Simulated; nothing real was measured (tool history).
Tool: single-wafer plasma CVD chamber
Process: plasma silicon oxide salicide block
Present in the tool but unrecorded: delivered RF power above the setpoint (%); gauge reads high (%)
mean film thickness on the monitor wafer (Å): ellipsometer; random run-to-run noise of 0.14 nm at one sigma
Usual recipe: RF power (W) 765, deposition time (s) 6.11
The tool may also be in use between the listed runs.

| run | hour | RF power (W) | deposition time (s) | wafers since the last listed run | hours since the last RF generator calibration | hours since the showerhead was replaced | hours since the gauge calibration | read-back reference wafer on the same gauge, thickness_nm | mean film thickness on the monitor wafer (Å) |
|---|---|---|---|---|---|---|---|---|---|
| 1 | 0 | 765 | 6.11 | 0 | 1728 | 5825.6 | 491.5 | 70.502 | 607.06 |
| 2 | 63 | 765 | 6.11 | 1024 | 1791 | 5888.6 | 554.5 | 70.479 | 605.25 |
| 3 | 196.5 | 765 | 6.11 | 2169 | 1924.5 | 6022.1 | 688 | 70.496 | 605.27 |
| 4 | 240.9 | 765 | 6.11 | 721 | 1968.9 | 6066.5 | 732.4 | 70.505 | 608.63 |
| 5 | 283.7 | 885 | 6.11 | 695 | 2011.7 | 6109.3 | 775.2 | 70.536 | 623.58 |
| 6 | 346.9 | 850 | 6.79 | 1027 | 2074.9 | 6172.5 | 838.4 | 70.506 | 685.68 |
| 7 | 390.2 | 850 | 6.79 | 703 | 2118.2 | 6215.8 | 881.7 | 70.503 | 686.66 |
|  | 425.2 | showerhead replaced |
|  | 535.8 | RF generator calibrated |
| 8 | 576.2 | 850 | 6.79 | 2763 | 40.4 | 151 | 1067.7 | 70.526 | 685.18 |
| 9 | 607.3 | 765 | 5.76 | 505 | 71.5 | 182.1 | 1098.8 | 70.509 | 572.42 |
| 10 | 631.9 | 765 | 5.76 | 399 | 96.1 | 206.7 | 1123.4 | 70.488 | 571.32 |
| 11 | 660.2 | 855 | 6.74 | 459 | 124.4 | 235 | 1151.7 | 70.473 | 680.79 |
|  | 698.5 | gauge calibrated |
| 12 | 701.8 | 765 | 5.3 | 676 | 166 | 276.6 | 3.3 | 70.535 | 525 |
| 13 | 748.3 | 695 | 6.11 | 755 | 212.5 | 323.1 | 49.8 | 70.456 | 596.42 |
| 14 | 808.9 | 765 | 6.11 | 984 | 273.1 | 383.7 | 110.4 | 70.514 | 605.54 |
| 15 | 872.3 | 860 | 7.32 | 1030 | 336.5 | 447.1 | 173.8 | 70.518 | 742.47 |
| 16 | 912.9 | 765 | 5.23 | 659 | 377.1 | 487.7 | 214.4 | 70.5 | 519.64 |
| 17 | 970.4 | 765 | 6.11 | 934 | 434.6 | 545.2 | 271.9 | 70.494 | 605.3 |
| 18 | 1027.3 | 765 | 6.11 | 924 | 491.5 | 602.1 | 328.8 | 70.475 | 604.81 |
| 19 | 1087.2 | 725 | 7.04 | 973 | 551.4 | 662 | 388.7 | 70.516 | 689.55 |
| 20 | 1241.8 | 665 | 7.06 | 2512 | 706 | 816.6 | 543.3 | 70.499 | 679.34 |

Exercise: give the hidden state of the tool at every run:
delivered RF power above the setpoint (%): 0 on each run
gauge reads high (%): 0 on each run

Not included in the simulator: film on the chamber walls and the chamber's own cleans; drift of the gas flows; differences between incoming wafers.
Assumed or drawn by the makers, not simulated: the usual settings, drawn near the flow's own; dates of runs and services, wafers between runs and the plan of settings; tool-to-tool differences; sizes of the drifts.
